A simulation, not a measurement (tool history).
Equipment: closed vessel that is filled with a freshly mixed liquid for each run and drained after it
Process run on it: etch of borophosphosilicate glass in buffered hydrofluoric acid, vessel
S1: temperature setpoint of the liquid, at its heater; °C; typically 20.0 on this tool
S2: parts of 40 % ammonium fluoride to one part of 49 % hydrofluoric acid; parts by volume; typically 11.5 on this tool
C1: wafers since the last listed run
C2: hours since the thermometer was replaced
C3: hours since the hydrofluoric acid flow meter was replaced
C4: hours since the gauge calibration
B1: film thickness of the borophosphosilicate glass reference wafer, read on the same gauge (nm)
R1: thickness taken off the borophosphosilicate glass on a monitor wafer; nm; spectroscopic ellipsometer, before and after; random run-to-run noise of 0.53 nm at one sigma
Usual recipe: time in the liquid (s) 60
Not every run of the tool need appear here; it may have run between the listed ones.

Run 1, hour 0.0: usual settings; C1 0; C2 18.5; C3 669.1; C4 506.5; B1 130.01. Result: R1 81.44 nm.
Run 2, hour 59.8: usual settings; C1 7854; C2 78.3; C3 728.9; C4 566.3; B1 130.00. Result: R1 81.50 nm.
Run 3, hour 122.2: usual settings; C1 8195; C2 140.7; C3 791.3; C4 628.7; B1 130.01. Result: R1 83.01 nm.
Run 4, hour 165.6: usual settings; C1 5700; C2 184.1; C3 834.7; C4 672.1; B1 130.00. Result: R1 82.06 nm.
Run 5, hour 235.5: usual settings; C1 9180; C2 254.0; C3 904.6; C4 742.0; B1 130.01. Result: R1 83.29 nm.
Run 6, hour 293.0: usual settings but S1 17.0 °C; C1 7552; C2 311.5; C3 962.1; C4 799.5; B1 130.02. Result: R1 70.93 nm.
At hour 314.1: hydrofluoric acid flow meter replaced.
Run 7, hour 348.4: usual settings but S1 22.5 °C; C1 7145; C2 366.9; C3 34.3; C4 854.9; B1 130.02. Result: R1 86.22 nm.
At hour 384.2: gauge calibrated.
At hour 497.8: thermometer replaced.
Run 8, hour 511.7: usual settings but time in the liquid (s) 85; C1 21317; C2 13.9; C3 197.6; C4 127.5; B1 130.00. Result: R1 109.07 nm.
Run 9, hour 538.8: usual settings but S1 24.5 °C, S2 13.0 parts by volume; C1 3559; C2 41.0; C3 224.7; C4 154.6; B1 129.99. Result: R1 87.45 nm.
Run 10, hour 581.3: usual settings but S1 21.5 °C, S2 8.5 parts by volume; C1 5582; C2 83.5; C3 267.2; C4 197.1; B1 130.00. Result: R1 110.69 nm.
Run 11, hour 649.5: usual settings but S2 7.0 parts by volume, time in the liquid (s) 50; C1 8957; C2 151.7; C3 335.4; C4 265.3; B1 130.00. Result: R1 104.27 nm.
Run 12, hour 712.5: usual settings but S1 22.0 °C, S2 15.0 parts by volume; C1 8274; C2 214.7; C3 398.4; C4 328.3; B1 130.02. Result: R1 66.94 nm.
Run 13, hour 759.5: usual settings but S1 21.5 °C, S2 8.5 parts by volume; C1 6173; C2 261.7; C3 445.4; C4 375.3; B1 130.01. Result: R1 112.81 nm.
Run 14, hour 829.3: usual settings but S1 17.5 °C, S2 13.5 parts by volume, time in the liquid (s) 45; C1 9167; C2 331.5; C3 515.2; C4 445.1; B1 129.99. Result: R1 43.80 nm.

Measured less the same run without the tool's hidden state. The same run-to-run variation is in both; the gauge's scatter may not be:
The hidden state here: liquid hotter than its thermometer reads (K); hydrofluoric acid flow above the setpoint (%); gauge reads high (%).
run     R1
  1  +6.59
  2  +7.04
  3  +7.64
  4  +7.87
  5  +8.51
  6  +7.60
  7  +1.47
  8  +3.69
  9  +3.21
 10  +5.02
 11  +4.49
 12  +3.61
 13  +7.31
 14  +2.87
